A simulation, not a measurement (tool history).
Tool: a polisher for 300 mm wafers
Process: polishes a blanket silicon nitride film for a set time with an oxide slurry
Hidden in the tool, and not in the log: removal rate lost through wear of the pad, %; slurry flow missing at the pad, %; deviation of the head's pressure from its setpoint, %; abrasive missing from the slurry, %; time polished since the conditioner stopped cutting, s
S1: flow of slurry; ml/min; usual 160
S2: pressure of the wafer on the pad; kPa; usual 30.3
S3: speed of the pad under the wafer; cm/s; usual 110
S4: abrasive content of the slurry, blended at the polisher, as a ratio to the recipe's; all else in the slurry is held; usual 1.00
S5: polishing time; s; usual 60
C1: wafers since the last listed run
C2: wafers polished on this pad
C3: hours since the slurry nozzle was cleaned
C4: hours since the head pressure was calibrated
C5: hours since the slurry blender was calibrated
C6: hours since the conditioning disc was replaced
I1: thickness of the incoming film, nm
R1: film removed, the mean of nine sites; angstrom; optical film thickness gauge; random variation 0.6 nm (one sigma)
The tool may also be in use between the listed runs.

run,hour,S1,S2,S3,S4,S5,C1,C2,C3,C4,C5,C6,I1,R1
1,0.0,160,30.3,110,1.00,60,0,3666,496.2,641.6,235.5,417.5,465.7,489
# hour 42.7: head pressure recalibrated
2,54.2,160,30.3,110,1.25,66,450,4116,550.4,11.5,289.7,471.7,471.9,574
# hour 120.5: conditioning disc replaced and pad reconditioned
3,121.9,160,30.3,110,1.00,60,566,4683,618.1,79.2,357.4,1.4,471.9,476
# hour 129.2: slurry nozzle cleaned
# hour 198.0: worn pad replaced by a new one
4,217.9,185,35.2,110,1.00,60,784,171,88.7,175.2,453.4,97.4,467.9,615
5,312.6,160,26.9,82,1.10,60,816,988,183.4,269.9,548.1,192.1,469.2,409
# hour 326.8: slurry blender recalibrated
6,413.3,160,30.3,110,1.00,60,851,1839,284.1,370.6,86.5,292.8,471.5,496
7,453.6,160,30.3,122,1.00,60,347,2187,324.4,410.9,126.8,333.1,475.6,522
8,490.5,205,30.3,110,1.00,60,318,2505,361.3,447.8,163.7,370.0,467.9,509
9,582.5,185,30.3,110,1.00,60,793,3298,453.3,539.8,255.7,462.0,476.4,498
# hour 598.2: head pressure recalibrated
10,667.8,160,33.1,110,1.00,60,718,4016,538.6,69.6,341.0,547.3,461.0,513
# hour 714.6: conditioning disc replaced and pad reconditioned
11,718.3,160,30.3,110,1.00,60,418,4435,589.1,120.1,391.5,3.7,469.9,465
# hour 720.1: slurry nozzle cleaned
# hour 729.2: worn pad replaced by a new one
12,798.9,160,30.3,110,1.00,60,651,601,78.8,200.7,472.1,84.3,468.3,523
13,838.4,160,30.3,128,0.75,75,340,941,118.3,240.2,511.6,123.8,463.3,624
# hour 887.7: slurry blender recalibrated
14,917.9,160,24.8,110,0.90,48,668,1610,197.8,319.7,30.2,203.3,464.9,322
15,977.0,160,30.3,110,1.00,60,509,2119,256.9,378.8,89.3,262.4,468.6,504
16,1062.1,160,30.3,110,1.00,60,733,2853,342.0,463.9,174.4,347.5,470.9,494
17,1166.3,160,30.3,110,1.20,60,898,3751,446.2,568.1,278.6,451.7,475.6,523
# hour 1214.9: head pressure recalibrated
18,1240.4,215,40.0,78,1.00,43,621,4373,520.3,25.5,352.7,525.8,469.4,386
19,1303.8,160,30.3,110,1.10,53,546,4920,583.7,88.9,416.1,589.2,477.9,433
# hour 1372.5: worn pad replaced by a new one
20,1401.3,160,30.3,110,1.00,69,806,248,681.2,186.4,513.6,686.7,465.4,616
# hour 1405.6: conditioning disc replaced and pad reconditioned
# hour 1442.3: slurry blender recalibrated
21,1471.9,160,30.3,128,1.20,60,574,822,751.8,257.0,29.6,66.3,469.4,590
# hour 1477.1: slurry nozzle cleaned
22,1520.4,160,20.7,110,1.00,60,409,1232,43.3,305.5,78.1,114.8,479.4,349
23,1627.0,160,30.3,110,1.00,60,919,2151,149.9,412.1,184.7,221.4,476.9,506
24,1706.6,160,30.3,110,1.10,60,686,2837,229.5,491.7,264.3,301.0,474.3,514
25,1775.6,160,30.3,124,1.00,60,594,3432,298.5,560.7,333.3,370.0,464.5,524

Hidden state at the last listed run before each entry between runs and at the first one after, where it differs:
Between runs 1 and 2: head pressure recalibrated (hour 42.7)
  removal rate lost through wear of the pad, %: 7.64 -> 8.58
  measured less the result without the state, R1: -40 -> -54 angstrom
Between runs 2 and 3: conditioning disc replaced and pad reconditioned (hour 120.5)
  removal rate lost through wear of the pad, %: 8.58 -> 9.77
  measured less the result without the state, R1: -54 -> -52 angstrom
Between runs 3 and 4: slurry nozzle cleaned (hour 129.2); worn pad replaced by a new one (hour 198.0)
  removal rate lost through wear of the pad, %: 9.77 -> 1.69
  measured less the result without the state, R1: -52 -> -11 angstrom
Between runs 5 and 6: slurry blender recalibrated (hour 326.8)
  removal rate lost through wear of the pad, %: 3.35 -> 5.11
  measured less the result without the state, R1: -14 -> -27 angstrom
Between runs 9 and 10: head pressure recalibrated (hour 598.2)
  removal rate lost through wear of the pad, %: 8.06 -> 9.55
  measured less the result without the state, R1: -43 -> -55 angstrom
Between runs 10 and 11: conditioning disc replaced and pad reconditioned (hour 714.6)
  removal rate lost through wear of the pad, %: 9.55 -> 10.4
  measured less the result without the state, R1: -55 -> -54 angstrom
Between runs 11 and 12: slurry nozzle cleaned (hour 720.1); worn pad replaced by a new one (hour 729.2)
  removal rate lost through wear of the pad, %: 10.4 -> 1.59
  measured less the result without the state, R1: -54 -> -9 angstrom
Between runs 13 and 14: slurry blender recalibrated (hour 887.7)
  removal rate lost through wear of the pad, %: 2.28 -> 3.67
  measured less the result without the state, R1: -15 -> -12 angstrom
Between runs 17 and 18: head pressure recalibrated (hour 1214.9)
  removal rate lost through wear of the pad, %: 8.01 -> 9.3
  measured less the result without the state, R1: -45 -> -40 angstrom
Between runs 19 and 20: worn pad replaced by a new one (hour 1372.5)
  removal rate lost through wear of the pad, %: 10.4 -> 0.712
  measured less the result without the state, R1: -50 -> -4 angstrom
Between runs 20 and 21: conditioning disc replaced and pad reconditioned (hour 1405.6); slurry blender recalibrated (hour 1442.3)
  removal rate lost through wear of the pad, %: 0.712 -> 1.95
  measured less the result without the state, R1: -4 -> -11 angstrom
Between runs 21 and 22: slurry nozzle cleaned (hour 1477.1)
  removal rate lost through wear of the pad, %: 1.95 -> 2.79
  measured less the result without the state, R1: -11 -> -10 angstrom
